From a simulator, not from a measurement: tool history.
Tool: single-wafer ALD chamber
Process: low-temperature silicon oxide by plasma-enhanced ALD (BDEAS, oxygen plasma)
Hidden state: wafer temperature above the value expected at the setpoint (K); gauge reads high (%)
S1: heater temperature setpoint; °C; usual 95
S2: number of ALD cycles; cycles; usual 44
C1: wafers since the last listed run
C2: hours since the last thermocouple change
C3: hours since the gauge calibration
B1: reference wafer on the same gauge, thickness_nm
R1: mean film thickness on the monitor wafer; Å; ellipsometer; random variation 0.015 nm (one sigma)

run 1 day=0.000 | S1=98 S2=44 | C1=0 C2=1404.3 C3=326.7 | B1=6.268 | R1=61.81
run 2 day=1.721 | S1=98 S2=44 | C1=365 C2=1445.6 C3=368.0 | B1=6.276 | R1=62.22
run 3 day=4.000 | S1=95 S2=46 | C1=484 C2=1500.3 C3=422.7 | B1=6.272 | R1=65.47
run 4 day=5.021 | S1=87 S2=42 | C1=216 C2=1524.8 C3=447.2 | B1=6.270 | R1=61.13
run 5 day=6.308 | S1=87 S2=42 | C1=273 C2=1555.7 C3=478.1 | B1=6.270 | R1=61.13
run 6 day=8.025 | S1=95 S2=50 | C1=364 C2=1596.9 C3=519.3 | B1=6.266 | R1=71.02
run 7 day=10.383 | S1=95 S2=50 | C1=500 C2=1653.5 C3=575.9 | B1=6.278 | R1=70.93
run 8 day=11.633 | S1=95 S2=50 | C1=265 C2=1683.5 C3=605.9 | B1=6.263 | R1=71.14
run 9 day=13.262 | S1=107 S2=44 | C1=346 C2=1722.6 C3=645.0 | B1=6.263 | R1=60.18
run 10 day=14.850 | S1=107 S2=44 | C1=337 C2=1760.7 C3=683.1 | B1=6.278 | R1=60.30
run 11 day=16.550 | S1=107 S2=44 | C1=361 C2=1801.5 C3=723.9 | B1=6.273 | R1=60.31
run 12 day=19.067 | S1=95 S2=44 | C1=534 C2=1861.9 C3=784.3 | B1=6.265 | R1=62.61
run 13 day=21.962 | S1=95 S2=38 | C1=615 C2=1931.4 C3=853.8 | B1=6.267 | R1=54.12
-- day=22.950 gauge calibrated
run 14 day=23.108 | S1=95 S2=51 | C1=243 C2=1958.9 C3=3.8 | B1=6.268 | R1=72.38
-- day=26.346 thermocouple changed; heater temperature recalibrated
run 15 day=28.517 | S1=102 S2=40 | C1=1077 C2=52.1 C3=133.6 | B1=6.264 | R1=54.71
run 16 day=29.812 | S1=107 S2=44 | C1=275 C2=83.2 C3=164.7 | B1=6.264 | R1=59.58
run 17 day=32.054 | S1=95 S2=41 | C1=476 C2=137.0 C3=218.5 | B1=6.271 | R1=57.52
run 18 day=34.571 | S1=95 S2=44 | C1=534 C2=197.4 C3=278.9 | B1=6.273 | R1=61.67
run 19 day=36.679 | S1=95 S2=44 | C1=447 C2=248.0 C3=329.5 | B1=6.270 | R1=61.93
run 20 day=38.233 | S1=98 S2=44 | C1=330 C2=285.3 C3=366.8 | B1=6.267 | R1=61.38

The next listed run, before its measurement:
run 21 day=40.942 | S1=95 S2=39 | C1=575 C2=350.3 C3=431.8 | B1=? | R1=?

B1: 6.275
R1: 54.68 Å
Without the tool's hidden state the same run would have given R1 54.32 Å.
